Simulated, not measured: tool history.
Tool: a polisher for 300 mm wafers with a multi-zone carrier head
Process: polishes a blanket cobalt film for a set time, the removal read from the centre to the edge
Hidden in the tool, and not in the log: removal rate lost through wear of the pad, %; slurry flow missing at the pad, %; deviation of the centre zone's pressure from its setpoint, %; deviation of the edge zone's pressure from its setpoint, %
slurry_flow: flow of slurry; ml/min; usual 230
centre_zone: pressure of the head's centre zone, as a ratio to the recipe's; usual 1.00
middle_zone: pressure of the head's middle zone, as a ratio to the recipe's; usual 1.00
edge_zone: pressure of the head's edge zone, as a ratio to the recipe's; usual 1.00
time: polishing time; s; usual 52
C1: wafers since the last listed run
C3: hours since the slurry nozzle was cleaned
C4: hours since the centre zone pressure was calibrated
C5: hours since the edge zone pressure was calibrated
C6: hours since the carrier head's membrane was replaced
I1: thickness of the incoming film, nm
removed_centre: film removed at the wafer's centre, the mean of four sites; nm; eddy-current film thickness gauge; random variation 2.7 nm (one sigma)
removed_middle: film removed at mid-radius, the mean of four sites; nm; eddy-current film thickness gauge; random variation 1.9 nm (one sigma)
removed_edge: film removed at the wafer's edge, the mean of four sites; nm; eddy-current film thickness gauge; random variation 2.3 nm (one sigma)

run 1 hour=0.0 | slurry_flow=230 centre_zone=1.00 middle_zone=1.00 edge_zone=1.09 time=52 | C1=0 wafers_polished_on_this_pad=1093 C3=264.2 C4=45.4 C5=807.7 C6=1706.9 | I1=762.0 | removed_centre=206.7 removed_middle=208.0 removed_edge=216.8
run 2 hour=15.1 | slurry_flow=230 centre_zone=1.00 middle_zone=0.90 edge_zone=1.00 time=52 | C1=182 wafers_polished_on_this_pad=1275 C3=279.3 C4=60.5 C5=822.8 C6=1722.0 | I1=752.1 | removed_centre=206.3 removed_middle=192.8 removed_edge=212.0
run 3 hour=26.8 | slurry_flow=230 centre_zone=1.00 middle_zone=1.00 edge_zone=1.00 time=46 | C1=141 wafers_polished_on_this_pad=1416 C3=291.0 C4=72.2 C5=834.5 C6=1733.7 | I1=750.5 | removed_centre=178.0 removed_middle=183.4 removed_edge=179.8
-- hour=41.6 worn pad replaced by a new one
run 4 hour=42.1 | slurry_flow=230 centre_zone=1.07 middle_zone=0.93 edge_zone=1.00 time=35 | C1=136 wafers_polished_on_this_pad=5 C3=306.3 C4=87.5 C5=849.8 C6=1749.0 | I1=757.0 | removed_centre=154.4 removed_middle=136.5 removed_edge=150.8
run 5 hour=53.6 | slurry_flow=290 centre_zone=0.94 middle_zone=1.00 edge_zone=1.11 time=52 | C1=138 wafers_polished_on_this_pad=144 C3=317.8 C4=99.0 C5=861.3 C6=1760.5 | I1=742.3 | removed_centre=199.9 removed_middle=221.1 removed_edge=234.3
run 6 hour=60.9 | slurry_flow=175 centre_zone=1.00 middle_zone=1.00 edge_zone=1.08 time=45 | C1=87 wafers_polished_on_this_pad=232 C3=325.1 C4=106.3 C5=868.6 C6=1767.8 | I1=757.8 | removed_centre=170.3 removed_middle=174.2 removed_edge=188.5
run 7 hour=72.3 | slurry_flow=230 centre_zone=1.00 middle_zone=1.00 edge_zone=1.00 time=52 | C1=137 wafers_polished_on_this_pad=369 C3=336.5 C4=117.7 C5=880.0 C6=1779.2 | I1=746.4 | removed_centre=199.9 removed_middle=211.7 removed_edge=211.4
run 8 hour=83.4 | slurry_flow=195 centre_zone=0.95 middle_zone=0.91 edge_zone=0.96 time=52 | C1=133 wafers_polished_on_this_pad=503 C3=347.6 C4=128.8 C5=891.1 C6=1790.3 | I1=745.6 | removed_centre=187.5 removed_middle=185.1 removed_edge=200.6
run 9 hour=93.6 | slurry_flow=230 centre_zone=1.00 middle_zone=1.00 edge_zone=1.00 time=52 | C1=122 wafers_polished_on_this_pad=626 C3=357.8 C4=139.0 C5=901.3 C6=1800.5 | I1=754.6 | removed_centre=201.7 removed_middle=207.7 removed_edge=206.3
run 10 hour=104.6 | slurry_flow=300 centre_zone=0.95 middle_zone=1.03 edge_zone=1.00 time=52 | C1=132 wafers_polished_on_this_pad=759 C3=368.8 C4=150.0 C5=912.3 C6=1811.5 | I1=759.7 | removed_centre=204.1 removed_middle=218.2 removed_edge=212.8
-- hour=122.7 edge zone pressure recalibrated
-- hour=134.0 carrier head's membrane replaced by a new one
run 11 hour=143.7 | slurry_flow=230 centre_zone=1.00 middle_zone=1.09 edge_zone=1.00 time=44 | C1=386 wafers_polished_on_this_pad=1146 C3=407.9 C4=189.1 C5=21.0 C6=9.7 | I1=756.0 | removed_centre=165.2 removed_middle=182.3 removed_edge=171.9
run 12 hour=155.3 | slurry_flow=290 centre_zone=0.93 middle_zone=1.10 edge_zone=1.00 time=52 | C1=139 wafers_polished_on_this_pad=1285 C3=419.5 C4=200.7 C5=32.6 C6=21.3 | I1=749.5 | removed_centre=186.8 removed_middle=226.4 removed_edge=209.3
-- hour=169.9 slurry nozzle cleaned
-- hour=179.2 worn pad replaced by a new one
run 13 hour=204.4 | slurry_flow=230 centre_zone=1.00 middle_zone=1.00 edge_zone=1.00 time=52 | C1=531 wafers_polished_on_this_pad=304 C3=34.5 C4=249.8 C5=81.7 C6=70.4 | I1=752.1 | removed_centre=216.1 removed_middle=217.5 removed_edge=222.9
run 14 hour=210.6 | slurry_flow=230 centre_zone=0.92 middle_zone=1.09 edge_zone=1.04 time=52 | C1=74 wafers_polished_on_this_pad=378 C3=40.7 C4=256.0 C5=87.9 C6=76.6 | I1=746.0 | removed_centre=200.9 removed_middle=239.0 removed_edge=222.2
run 15 hour=221.4 | slurry_flow=230 centre_zone=1.00 middle_zone=1.00 edge_zone=1.00 time=52 | C1=130 wafers_polished_on_this_pad=509 C3=51.5 C4=266.8 C5=98.7 C6=87.4 | I1=757.1 | removed_centre=208.4 removed_middle=217.9 removed_edge=215.7
run 16 hour=230.0 | slurry_flow=185 centre_zone=1.00 middle_zone=1.00 edge_zone=1.00 time=60 | C1=103 wafers_polished_on_this_pad=612 C3=60.1 C4=275.4 C5=107.3 C6=96.0 | I1=746.7 | removed_centre=232.2 removed_middle=241.1 removed_edge=241.0
run 17 hour=240.1 | slurry_flow=230 centre_zone=1.00 middle_zone=1.00 edge_zone=1.00 time=52 | C1=121 wafers_polished_on_this_pad=734 C3=70.2 C4=285.5 C5=117.4 C6=106.1 | I1=749.5 | removed_centre=211.5 removed_middle=214.9 removed_edge=214.3
run 18 hour=254.4 | slurry_flow=230 centre_zone=1.00 middle_zone=1.00 edge_zone=0.92 time=52 | C1=172 wafers_polished_on_this_pad=906 C3=84.5 C4=299.8 C5=131.7 C6=120.4 | I1=750.8 | removed_centre=212.1 removed_middle=211.8 removed_edge=204.9
run 19 hour=268.6 | slurry_flow=230 centre_zone=1.00 middle_zone=0.90 edge_zone=1.00 time=52 | C1=171 wafers_polished_on_this_pad=1077 C3=98.7 C4=314.0 C5=145.9 C6=134.6 | I1=745.4 | removed_centre=203.0 removed_middle=195.4 removed_edge=213.3
run 20 hour=284.7 | slurry_flow=230 centre_zone=1.00 middle_zone=0.90 edge_zone=1.00 time=52 | C1=194 wafers_polished_on_this_pad=1272 C3=114.8 C4=330.1 C5=162.0 C6=150.7 | I1=757.6 | removed_centre=203.4 removed_middle=194.3 removed_edge=210.3
-- hour=302.7 worn pad replaced by a new one
run 21 hour=303.2 | slurry_flow=180 centre_zone=1.00 middle_zone=1.00 edge_zone=1.04 time=52 | C1=174 wafers_polished_on_this_pad=5 C3=133.3 C4=348.6 C5=180.5 C6=169.2 | I1=745.8 | removed_centre=206.6 removed_middle=214.5 removed_edge=217.8
run 22 hour=313.6 | slurry_flow=310 centre_zone=0.93 middle_zone=1.08 edge_zone=0.95 time=52 | C1=125 wafers_polished_on_this_pad=131 C3=143.7 C4=359.0 C5=190.9 C6=179.6 | I1=750.9 | removed_centre=209.2 removed_middle=242.2 removed_edge=217.9

Forecast each of these 4 alternatives for the next run:
run A hour=314.0 | slurry_flow=230 centre_zone=1.00 middle_zone=1.00 edge_zone=1.00 time=52 | C1=4 wafers_polished_on_this_pad=136 C3=144.1 C4=359.4 C5=191.3 C6=180.0 | I1=747.2 | removed_centre=? removed_middle=? removed_edge=?
run B hour=314.0 | slurry_flow=230 centre_zone=1.00 middle_zone=0.95 edge_zone=1.00 time=52 | C1=4 wafers_polished_on_this_pad=136 C3=144.1 C4=359.4 C5=191.3 C6=180.0 | I1=747.2 | removed_centre=? removed_middle=? removed_edge=?
run C hour=314.0 | slurry_flow=230 centre_zone=1.11 middle_zone=0.94 edge_zone=1.00 time=52 | C1=4 wafers_polished_on_this_pad=136 C3=144.1 C4=359.4 C5=191.3 C6=180.0 | I1=747.2 | removed_centre=? removed_middle=? removed_edge=?
run D hour=314.0 | slurry_flow=300 centre_zone=1.00 middle_zone=1.08 edge_zone=1.03 time=46 | C1=4 wafers_polished_on_this_pad=136 C3=144.1 C4=359.4 C5=191.3 C6=180.0 | I1=747.2 | removed_centre=? removed_middle=? removed_edge=?

run=A removed_centre=213.7 removed_middle=217.9 removed_edge=217.9
run=B removed_centre=213.6 removed_middle=208.7 removed_edge=218.0
run=C removed_centre=237.3 removed_middle=206.7 removed_edge=218.1
run=D removed_centre=196.4 removed_middle=212.8 removed_edge=200.4
Without the tool's hidden state the same runs would have given:
run=A removed_centre=223.2 removed_middle=227.3 removed_edge=226.7
run=B removed_centre=223.1 removed_middle=217.7 removed_edge=226.9
run=C removed_centre=247.8 removed_middle=215.6 removed_edge=226.9
run=D removed_centre=204.6 removed_middle=221.4 removed_edge=208.1
